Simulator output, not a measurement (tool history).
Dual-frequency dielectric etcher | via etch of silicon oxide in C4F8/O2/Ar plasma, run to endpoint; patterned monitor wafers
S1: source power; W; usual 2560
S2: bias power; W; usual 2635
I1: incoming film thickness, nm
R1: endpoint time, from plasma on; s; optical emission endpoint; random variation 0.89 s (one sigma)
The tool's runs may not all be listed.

| run | hour | S1 | S2 | I1 | R1 |
|---|---|---|---|---|---|
| 1 | 0.0 | 2560 | 2635 | 862.5 | 134.9 |
| 2 | 75.8 | 2150 | 2445 | 869.0 | 156.0 |
| 3 | 139.5 | 2150 | 2445 | 854.7 | 153.0 |
| 4 | 181.9 | 2150 | 2445 | 867.5 | 155.4 |
| 5 | 233.9 | 2140 | 2635 | 867.8 | 152.8 |
| 6 | 275.2 | 2140 | 2635 | 865.5 | 151.9 |
| 7 | 311.5 | 2560 | 2635 | 862.2 | 135.3 |
| 8 | 361.8 | 2560 | 2635 | 865.5 | 134.6 |
| 9 | 442.5 | 2560 | 2635 | 863.2 | 136.7 |
|  | 452.9 | source power generator calibrated |
|  | 506.9 | wet clean of the chamber |
| 10 | 507.4 | 2770 | 2918 | 858.4 | 121.2 |
| 11 | 555.4 | 2770 | 2918 | 853.7 | 120.8 |
| 12 | 599.1 | 2560 | 2635 | 866.6 | 131.1 |
| 13 | 683.1 | 2560 | 2635 | 866.4 | 132.0 |
| 14 | 790.2 | 1980 | 2465 | 855.8 | 157.2 |
| 15 | 831.2 | 2930 | 3121 | 879.6 | 119.0 |
| 16 | 919.9 | 2560 | 2635 | 871.2 | 134.4 |
|  | 961.8 | upper electrode replaced |
| 17 | 974.0 | 2560 | 2635 | 861.7 | 133.2 |
| 18 | 1052.8 | 2380 | 2103 | 864.4 | 147.8 |
|  | 1072.0 | bias power generator calibrated |
| 19 | 1155.6 | 2800 | 2635 | 871.4 | 125.5 |
| 20 | 1219.8 | 2560 | 2635 | 858.4 | 130.2 |
|  | 1316.8 | wet clean of the chamber |
| 21 | 1431.7 | 3160 | 3027 | 854.9 | 111.1 |
| 22 | 1504.3 | 2100 | 3219 | 866.5 | 144.0 |
| 23 | 1548.8 | 3010 | 3243 | 866.7 | 115.9 |
| 24 | 1634.6 | 2070 | 2212 | 861.2 | 157.9 |
| 25 | 1732.9 | 2560 | 2635 | 866.7 | 134.1 |
| 26 | 2038.6 | 1990 | 2315 | 865.6 | 163.0 |
|  | 2088.1 | wet clean of the chamber |
| 27 | 2114.7 | 1980 | 2287 | 861.7 | 163.7 |
| 28 | 2207.2 | 3010 | 2635 | 867.4 | 120.7 |
| 29 | 2243.7 | 2980 | 3033 | 868.2 | 118.6 |
| 30 | 2344.7 | 2560 | 2635 | 857.7 | 132.5 |
| 31 | 2415.2 | 2120 | 2635 | 866.9 | 151.7 |
| 32 | 2520.1 | 2950 | 2002 | 859.2 | 128.9 |
|  | 2718.7 | wet clean of the chamber |
| 33 | 2819.9 | 2560 | 2635 | 864.7 | 134.9 |
| 34 | 2904.8 | 2380 | 2635 | 863.2 | 141.1 |
| 35 | 2973.6 | 2000 | 2287 | 860.2 | 165.0 |

Hidden state or all else? Some run-to-run changes of R1, split into what the settings, what came in and random variation would give without the hidden state, and what is left for the hidden state (with any gauge scatter that isn't in both results):
The hidden state here: etch rate over this chamber's usual, %; source power that arrives over what is set, %; bias power that arrives over what is set, %.
Run 9 -> 10: S1 2560 -> 2770, S2 2635 -> 2918, source power generator calibrated, wet clean of the chamber. R1 -15.5 s: hidden state -4.5, all else -11.0.
Run 14 -> 15: S1 1980 -> 2930, S2 2465 -> 3121. R1 -38.2 s: hidden state -0.2, all else -38.0.
Run 23 -> 24: S1 3010 -> 2070, S2 3243 -> 2212. R1 +42.0 s: hidden state +1.0, all else +41.0.
Run 25 -> 26: S1 2560 -> 1990, S2 2635 -> 2315. R1 +28.9 s: hidden state +1.0, all else +27.9.
Run 27 -> 28: S1 1980 -> 3010, S2 2287 -> 2635. R1 -43.0 s: hidden state -0.8, all else -42.2.
